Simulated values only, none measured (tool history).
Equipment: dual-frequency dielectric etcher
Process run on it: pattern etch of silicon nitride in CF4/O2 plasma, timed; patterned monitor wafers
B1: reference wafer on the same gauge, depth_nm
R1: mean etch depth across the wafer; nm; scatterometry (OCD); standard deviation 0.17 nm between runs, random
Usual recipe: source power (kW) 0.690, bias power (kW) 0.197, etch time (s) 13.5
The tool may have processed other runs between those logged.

Run 1, day 0.000: usual settings; B1 53.37. Result: R1 46.22 nm.
Run 2, day 3.396: usual settings; B1 53.32. Result: R1 46.15 nm.
Run 3, day 5.500: usual settings; B1 53.28. Result: R1 46.69 nm.
At day 8.517: wet clean of the chamber.
Run 4, day 9.654: usual settings; B1 53.34. Result: R1 45.50 nm.
At day 9.879: gauge calibrated.
Run 5, day 14.033: usual settings; B1 53.30. Result: R1 45.27 nm.
Run 6, day 16.617: usual settings; B1 53.30. Result: R1 45.57 nm.
Run 7, day 19.050: usual settings; B1 53.26. Result: R1 45.76 nm.
Run 8, day 22.421: usual settings; B1 53.25. Result: R1 45.96 nm.
At day 25.608: source power generator calibrated.
Run 9, day 26.633: usual settings; B1 53.28. Result: R1 46.21 nm.
Run 10, day 30.183: usual settings but source power (kW) 0.550; B1 53.32. Result: R1 36.52 nm.
At day 33.875: wet clean of the chamber.
Run 11, day 33.896: usual settings but source power (kW) 0.580, bias power (kW) 0.240; B1 53.27. Result: R1 41.17 nm.
Run 12, day 34.950: usual settings; B1 53.28. Result: R1 45.26 nm.
Run 13, day 37.925: usual settings but bias power (kW) 0.164, etch time (s) 16.5; B1 53.29. Result: R1 51.60 nm.
Run 14, day 41.888: usual settings but source power (kW) 0.570, bias power (kW) 0.181, etch time (s) 12.5; B1 53.27. Result: R1 33.31 nm.
Run 15, day 46.371: usual settings but bias power (kW) 0.182, etch time (s) 17.0; B1 53.31. Result: R1 56.29 nm.
Run 16, day 48.317: usual settings but etch time (s) 10.0; B1 53.29. Result: R1 34.11 nm.
At day 49.517: upper electrode replaced.
Run 17, day 52.042: usual settings but source power (kW) 0.760, etch time (s) 17.0; B1 53.31. Result: R1 64.56 nm.
Run 18, day 56.446: usual settings but source power (kW) 0.840, etch time (s) 15.5; B1 53.30. Result: R1 65.44 nm.
Run 19, day 59.262: usual settings but etch time (s) 15.5; B1 53.31. Result: R1 53.99 nm.
At day 60.433: wet clean of the chamber.
Run 20, day 60.788: usual settings; B1 53.29. Result: R1 45.06 nm.
At day 63.896: bias power generator calibrated.
Run 21, day 63.917: usual settings but source power (kW) 0.820; B1 53.26. Result: R1 53.98 nm.
Run 22, day 66.258: usual settings but source power (kW) 0.790, bias power (kW) 0.181, etch time (s) 12.5; B1 53.28. Result: R1 46.73 nm.
Run 23, day 68.238: usual settings but bias power (kW) 0.183, etch time (s) 12.0; B1 53.30. Result: R1 39.52 nm.
Run 24, day 71.750: usual settings but source power (kW) 0.840, bias power (kW) 0.180, etch time (s) 17.0; B1 53.29. Result: R1 68.25 nm.
Run 25, day 76.104: usual settings but bias power (kW) 0.239, etch time (s) 12.0; B1 53.25. Result: R1 44.66 nm.
Run 26, day 79.554: usual settings but etch time (s) 11.0; B1 53.28. Result: R1 37.91 nm.
At day 82.212: wet clean of the chamber.
Run 27, day 84.217: usual settings; B1 53.32. Result: R1 45.05 nm.
Run 28, day 87.838: usual settings; B1 53.32. Result: R1 45.50 nm.
Run 29, day 89.362: usual settings; B1 53.27. Result: R1 45.72 nm.
Run 30, day 91.242: usual settings but source power (kW) 0.540; B1 53.34. Result: R1 35.06 nm.

List, for all runs, the conditions of the tool that the log does not record:
source power that arrives over what is set, %: 0 in every run
bias power that arrives over what is set, %: 0 in every run
gauge reads high (%): 0 in every run
H1: etch rate over this chamber's usual, %
run     H1
  1   2.54
  2   3.06
  3   3.38
  4  0.383
  5   1.05
  6   1.45
  7   1.82
  8   2.34
  9   2.98
 10   3.53
 11   0.19
 12  0.352
 13  0.807
 14   1.41
 15    2.1
 16    2.4
 17   2.97
 18   3.64
 19   4.07
 20   0.27
 21   0.75
 22   1.11
 23   1.41
 24   1.95
 25   2.62
 26   3.14
 27  0.332
 28  0.886
 29   1.12
 30   1.41
